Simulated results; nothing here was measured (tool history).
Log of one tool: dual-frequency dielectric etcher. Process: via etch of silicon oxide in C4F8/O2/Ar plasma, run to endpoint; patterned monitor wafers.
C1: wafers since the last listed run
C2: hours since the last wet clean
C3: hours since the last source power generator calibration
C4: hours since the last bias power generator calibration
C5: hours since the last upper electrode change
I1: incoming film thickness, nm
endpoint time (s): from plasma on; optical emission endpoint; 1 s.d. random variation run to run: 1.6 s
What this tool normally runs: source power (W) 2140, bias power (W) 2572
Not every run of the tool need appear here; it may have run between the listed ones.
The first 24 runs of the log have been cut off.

{"run": 25, "day": 27.996, "source power (W)": 2680, "bias power (W)": 2165, "C1": 128, "C2": 212.8, "C3": 70.3, "C4": 2056.9, "C5": 563.8, "I1": 1481.2, "endpoint time (s)": 294.5}
{"day": 28.196, "done": "bias power generator calibrated"}
{"run": 26, "day": 29.117, "source power (W)": 2140, "bias power (W)": 2572, "C1": 82, "C2": 239.7, "C3": 97.2, "C4": 22.1, "C5": 590.7, "I1": 1494.7, "endpoint time (s)": 283.6}
{"run": 27, "day": 30.088, "source power (W)": 2140, "bias power (W)": 2572, "C1": 83, "C2": 263, "C3": 120.5, "C4": 45.4, "C5": 614, "I1": 1500.6, "endpoint time (s)": 282.3}
{"run": 28, "day": 30.675, "source power (W)": 2470, "bias power (W)": 2941, "C1": 50, "C2": 277.1, "C3": 134.6, "C4": 59.5, "C5": 628.1, "I1": 1477, "endpoint time (s)": 256.2}
{"run": 29, "day": 31.438, "source power (W)": 2140, "bias power (W)": 2352, "C1": 65, "C2": 295.4, "C3": 152.9, "C4": 77.8, "C5": 646.4, "I1": 1478.9, "endpoint time (s)": 290.6}
{"run": 30, "day": 32.667, "source power (W)": 2370, "bias power (W)": 3121, "C1": 105, "C2": 324.9, "C3": 182.4, "C4": 107.3, "C5": 675.9, "I1": 1505.1, "endpoint time (s)": 257.6}
{"run": 31, "day": 34.129, "source power (W)": 2430, "bias power (W)": 2754, "C1": 126, "C2": 360, "C3": 217.5, "C4": 142.4, "C5": 711, "I1": 1490.9, "endpoint time (s)": 270.2}
{"run": 32, "day": 35.425, "source power (W)": 2140, "bias power (W)": 2572, "C1": 111, "C2": 391.1, "C3": 248.6, "C4": 173.5, "C5": 742.1, "I1": 1497.4, "endpoint time (s)": 288.8}

What will run 33 give?
{"run": 33, "day": 36.754, "source power (W)": 2400, "bias power (W)": 2954, "C1": 114, "C2": 423, "C3": 280.5, "C4": 205.4, "C5": 774, "I1": 1503.5, "endpoint time (s)": "?"}

endpoint time (s): 267.2
Without the tool's hidden state the same run would have given endpoint time (s) 258.4.
